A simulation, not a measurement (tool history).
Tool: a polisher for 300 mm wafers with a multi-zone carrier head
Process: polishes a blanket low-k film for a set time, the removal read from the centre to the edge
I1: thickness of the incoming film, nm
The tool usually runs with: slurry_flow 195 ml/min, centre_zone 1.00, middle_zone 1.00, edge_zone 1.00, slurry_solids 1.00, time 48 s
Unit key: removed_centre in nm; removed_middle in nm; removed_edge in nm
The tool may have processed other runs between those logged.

run 1 day=0.000 | slurry_flow=195 centre_zone=1.00 middle_zone=1.04 edge_zone=1.00 slurry_solids=1.00 time=48 | I1=606.0 | removed_centre=20.9 removed_middle=21.0 removed_edge=20.1
run 2 day=0.092 | slurry_flow=195 centre_zone=1.00 middle_zone=1.04 edge_zone=1.00 slurry_solids=1.00 time=48 | I1=596.3 | removed_centre=20.2 removed_middle=21.2 removed_edge=19.9
run 3 day=0.733 | slurry_flow=220 centre_zone=1.00 middle_zone=1.00 edge_zone=1.00 slurry_solids=1.15 time=59 | I1=605.9 | removed_centre=28.1 removed_middle=26.4 removed_edge=26.2
run 4 day=1.454 | slurry_flow=230 centre_zone=1.07 middle_zone=1.00 edge_zone=1.00 slurry_solids=1.00 time=48 | I1=597.8 | removed_centre=22.6 removed_middle=20.4 removed_edge=20.3
-- day=1.562 edge zone pressure recalibrated
run 5 day=3.317 | slurry_flow=195 centre_zone=1.00 middle_zone=1.00 edge_zone=0.88 slurry_solids=1.00 time=48 | I1=594.4 | removed_centre=20.3 removed_middle=20.5 removed_edge=19.1
-- day=3.608 centre zone pressure recalibrated
run 6 day=3.629 | slurry_flow=195 centre_zone=1.00 middle_zone=1.00 edge_zone=1.00 slurry_solids=1.00 time=48 | I1=602.6 | removed_centre=20.5 removed_middle=19.8 removed_edge=19.7
run 7 day=4.188 | slurry_flow=225 centre_zone=1.00 middle_zone=1.00 edge_zone=1.06 slurry_solids=1.25 time=33 | I1=601.0 | removed_centre=15.8 removed_middle=15.2 removed_edge=15.6
-- day=4.542 worn pad replaced by a new one
run 8 day=4.704 | slurry_flow=195 centre_zone=1.00 middle_zone=1.00 edge_zone=1.00 slurry_solids=1.00 time=48 | I1=600.1 | removed_centre=20.5 removed_middle=19.8 removed_edge=20.1
-- day=4.804 slurry nozzle cleaned
run 9 day=5.196 | slurry_flow=195 centre_zone=1.00 middle_zone=1.00 edge_zone=1.00 slurry_solids=1.00 time=48 | I1=594.0 | removed_centre=19.0 removed_middle=18.6 removed_edge=19.0
run 10 day=7.208 | slurry_flow=195 centre_zone=0.95 middle_zone=1.09 edge_zone=1.00 slurry_solids=1.00 time=32 | I1=601.5 | removed_centre=11.8 removed_middle=13.0 removed_edge=12.5
run 11 day=7.912 | slurry_flow=195 centre_zone=1.00 middle_zone=1.00 edge_zone=1.00 slurry_solids=1.05 time=48 | I1=601.9 | removed_centre=18.8 removed_middle=18.5 removed_edge=19.0
run 12 day=8.238 | slurry_flow=195 centre_zone=1.00 middle_zone=1.00 edge_zone=1.00 slurry_solids=1.00 time=48 | I1=595.0 | removed_centre=18.0 removed_middle=18.1 removed_edge=18.7
run 13 day=8.829 | slurry_flow=195 centre_zone=1.09 middle_zone=1.10 edge_zone=1.00 slurry_solids=1.00 time=48 | I1=603.2 | removed_centre=19.8 removed_middle=19.0 removed_edge=18.2
-- day=9.179 worn pad replaced by a new one
run 14 day=9.475 | slurry_flow=155 centre_zone=0.93 middle_zone=1.00 edge_zone=0.97 slurry_solids=1.00 time=57 | I1=607.3 | removed_centre=17.6 removed_middle=19.5 removed_edge=20.4
run 15 day=10.208 | slurry_flow=195 centre_zone=1.00 middle_zone=1.00 edge_zone=1.00 slurry_solids=1.20 time=48 | I1=589.8 | removed_centre=18.8 removed_middle=19.1 removed_edge=19.9
run 16 day=10.958 | slurry_flow=245 centre_zone=0.96 middle_zone=1.00 edge_zone=0.90 slurry_solids=1.00 time=48 | I1=613.3 | removed_centre=18.3 removed_middle=18.7 removed_edge=18.2
-- day=11.250 slurry nozzle cleaned, repeated, since the last time left the tool worse
run 17 day=11.404 | slurry_flow=195 centre_zone=1.12 middle_zone=1.00 edge_zone=1.00 slurry_solids=1.00 time=48 | I1=589.1 | removed_centre=24.3 removed_middle=20.8 removed_edge=20.7
run 18 day=11.896 | slurry_flow=195 centre_zone=1.00 middle_zone=1.11 edge_zone=1.00 slurry_solids=0.75 time=63 | I1=593.2 | removed_centre=25.0 removed_middle=26.1 removed_edge=23.5
-- day=13.983 worn pad replaced by a new one
run 19 day=14.004 | slurry_flow=195 centre_zone=1.00 middle_zone=0.89 edge_zone=1.09 slurry_solids=0.75 time=58 | I1=607.4 | removed_centre=22.4 removed_middle=20.2 removed_edge=22.0
run 20 day=14.300 | slurry_flow=170 centre_zone=1.00 middle_zone=1.00 edge_zone=1.00 slurry_solids=1.00 time=37 | I1=595.2 | removed_centre=15.9 removed_middle=15.2 removed_edge=15.4
run 21 day=14.758 | slurry_flow=195 centre_zone=1.00 middle_zone=1.00 edge_zone=1.00 slurry_solids=1.05 time=48 | I1=600.0 | removed_centre=21.4 removed_middle=20.8 removed_edge=20.9
run 22 day=15.404 | slurry_flow=195 centre_zone=1.00 middle_zone=1.00 edge_zone=1.00 slurry_solids=1.00 time=48 | I1=600.9 | removed_centre=21.2 removed_middle=20.4 removed_edge=20.6

Predict each of these 4 candidate next runs independently; none follows another, all start after run 22:
run A day=15.421 | slurry_flow=195 centre_zone=1.00 middle_zone=1.00 edge_zone=1.00 slurry_solids=1.00 time=48 | I1=598.8 | removed_centre=? removed_middle=? removed_edge=?
run B day=15.421 | slurry_flow=195 centre_zone=1.00 middle_zone=1.00 edge_zone=0.92 slurry_solids=1.00 time=48 | I1=598.8 | removed_centre=? removed_middle=? removed_edge=?
run C day=15.421 | slurry_flow=260 centre_zone=1.00 middle_zone=1.09 edge_zone=1.00 slurry_solids=0.85 time=48 | I1=598.8 | removed_centre=? removed_middle=? removed_edge=?
run D day=15.421 | slurry_flow=195 centre_zone=1.00 middle_zone=0.90 edge_zone=1.00 slurry_solids=1.25 time=48 | I1=598.8 | removed_centre=? removed_middle=? removed_edge=?

run=A removed_centre=20.9 removed_middle=20.6 removed_edge=20.2
run=B removed_centre=20.9 removed_middle=20.6 removed_edge=19.7
run=C removed_centre=20.4 removed_middle=21.5 removed_edge=19.4
run=D removed_centre=22.9 removed_middle=20.7 removed_edge=22.2
With no hidden state in the tool, these same runs would have given:
run=A removed_centre=21.3 removed_middle=20.9 removed_edge=20.5
run=B removed_centre=21.3 removed_middle=20.9 removed_edge=20.0
run=C removed_centre=20.7 removed_middle=21.8 removed_edge=19.6
run=D removed_centre=23.3 removed_middle=21.0 removed_edge=22.5

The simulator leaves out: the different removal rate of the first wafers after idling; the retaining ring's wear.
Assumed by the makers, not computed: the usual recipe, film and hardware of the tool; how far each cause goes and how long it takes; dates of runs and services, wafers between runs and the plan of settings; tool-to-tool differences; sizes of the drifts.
